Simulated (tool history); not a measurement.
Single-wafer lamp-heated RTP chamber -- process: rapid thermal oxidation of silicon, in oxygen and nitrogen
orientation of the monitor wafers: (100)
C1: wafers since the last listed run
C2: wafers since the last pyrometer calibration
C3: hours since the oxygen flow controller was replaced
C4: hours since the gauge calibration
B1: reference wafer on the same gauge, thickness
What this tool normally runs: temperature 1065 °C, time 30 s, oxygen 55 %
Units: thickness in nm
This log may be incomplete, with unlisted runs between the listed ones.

{"run": 1, "hour": 0.0, "temperature": 1081, "time": 33, "oxygen": 55, "C1": 0, "C2": 6154, "C3": 1782.1, "C4": 455.2, "B1": 6.041, "thickness": 6.384}
{"run": 2, "hour": 36.2, "temperature": 1065, "time": 30, "oxygen": 55, "C1": 389, "C2": 6543, "C3": 1818.3, "C4": 491.4, "B1": 6.044, "thickness": 5.515}
{"hour": 76.2, "done": "pyrometer window cleaned and pyrometer calibrated"}
{"run": 3, "hour": 76.7, "temperature": 1065, "time": 30, "oxygen": 55, "C1": 349, "C2": 5, "C3": 1858.8, "C4": 531.9, "B1": 6.037, "thickness": 5.477}
{"run": 4, "hour": 98.2, "temperature": 1065, "time": 27, "oxygen": 55, "C1": 231, "C2": 236, "C3": 1880.3, "C4": 553.4, "B1": 6.035, "thickness": 5.241}
{"run": 5, "hour": 127.1, "temperature": 1065, "time": 27, "oxygen": 55, "C1": 311, "C2": 547, "C3": 1909.2, "C4": 582.3, "B1": 6.031, "thickness": 5.234}
{"run": 6, "hour": 160.2, "temperature": 1065, "time": 27, "oxygen": 55, "C1": 356, "C2": 903, "C3": 1942.3, "C4": 615.4, "B1": 6.038, "thickness": 5.209}
{"run": 7, "hour": 223.5, "temperature": 1065, "time": 30, "oxygen": 55, "C1": 681, "C2": 1584, "C3": 2005.6, "C4": 678.7, "B1": 6.047, "thickness": 5.451}
{"run": 8, "hour": 249.2, "temperature": 1065, "time": 30, "oxygen": 55, "C1": 276, "C2": 1861, "C3": 2031.3, "C4": 704.4, "B1": 6.035, "thickness": 5.486}
{"run": 9, "hour": 281.4, "temperature": 1065, "time": 30, "oxygen": 55, "C1": 346, "C2": 2208, "C3": 2063.5, "C4": 736.6, "B1": 6.042, "thickness": 5.484}
{"hour": 285.1, "done": "gauge calibrated"}
{"hour": 303.5, "done": "oxygen flow controller replaced"}
{"run": 10, "hour": 328.1, "temperature": 1065, "time": 30, "oxygen": 55, "C1": 416, "C2": 2624, "C3": 24.6, "C4": 43.0, "B1": 6.048, "thickness": 5.456}
{"run": 11, "hour": 374.8, "temperature": 1065, "time": 30, "oxygen": 55, "C1": 502, "C2": 3127, "C3": 71.3, "C4": 89.7, "B1": 6.04, "thickness": 5.506}
{"run": 12, "hour": 420.9, "temperature": 1041, "time": 17, "oxygen": 33, "C1": 496, "C2": 3623, "C3": 117.4, "C4": 135.8, "B1": 6.041, "thickness": 3.225}
{"run": 13, "hour": 445.2, "temperature": 1065, "time": 22, "oxygen": 65, "C1": 261, "C2": 3884, "C3": 141.7, "C4": 160.1, "B1": 6.044, "thickness": 5.123}
{"run": 14, "hour": 495.0, "temperature": 1036, "time": 30, "oxygen": 30, "C1": 535, "C2": 4420, "C3": 191.5, "C4": 209.9, "B1": 6.042, "thickness": 3.752}
{"run": 15, "hour": 530.7, "temperature": 1046, "time": 30, "oxygen": 55, "C1": 384, "C2": 4804, "C3": 227.2, "C4": 245.6, "B1": 6.038, "thickness": 4.854}
{"run": 16, "hour": 595.7, "temperature": 1089, "time": 20, "oxygen": 44, "C1": 699, "C2": 5504, "C3": 292.2, "C4": 310.6, "B1": 6.037, "thickness": 5.087}
{"run": 17, "hour": 643.9, "temperature": 1065, "time": 26, "oxygen": 44, "C1": 518, "C2": 6022, "C3": 340.4, "C4": 358.8, "B1": 6.044, "thickness": 4.869}
{"hour": 668.1, "done": "pyrometer window cleaned and pyrometer calibrated"}
{"run": 18, "hour": 714.3, "temperature": 1077, "time": 36, "oxygen": 84, "C1": 671, "C2": 497, "C3": 410.8, "C4": 429.2, "B1": 6.042, "thickness": 7.368}
{"run": 19, "hour": 744.6, "temperature": 1065, "time": 36, "oxygen": 70, "C1": 326, "C2": 823, "C3": 441.1, "C4": 459.5, "B1": 6.042, "thickness": 6.407}
{"run": 20, "hour": 805.7, "temperature": 1065, "time": 30, "oxygen": 55, "C1": 657, "C2": 1480, "C3": 502.2, "C4": 520.6, "B1": 6.038, "thickness": 5.41}
{"run": 21, "hour": 874.7, "temperature": 1042, "time": 30, "oxygen": 55, "C1": 742, "C2": 2223, "C3": 571.2, "C4": 589.6, "B1": 6.037, "thickness": 4.687}

For each run, the measured value with the value that run would have given without the tool's hidden condition subtracted. The run-to-run variation is shared by both, the gauge scatter possibly not:
What the log doesn't record here: true wafer temperature minus pyrometer reading, K; deviation of the oxygen flow from its setpoint, %; gauge reads high (%).
run=1 thickness=+0.123
run=2 thickness=+0.122
run=3 thickness=+0.023
run=4 thickness=+0.022
run=5 thickness=+0.023
run=6 thickness=+0.024
run=7 thickness=+0.030
run=8 thickness=+0.033
run=9 thickness=+0.037
run=10 thickness=+0.044
run=11 thickness=+0.053
run=12 thickness=+0.031
run=13 thickness=+0.063
run=14 thickness=+0.050
run=15 thickness=+0.081
run=16 thickness=+0.098
run=17 thickness=+0.112
run=18 thickness=+0.002
run=19 thickness=+0.004
run=20 thickness=+0.007
run=21 thickness=+0.013
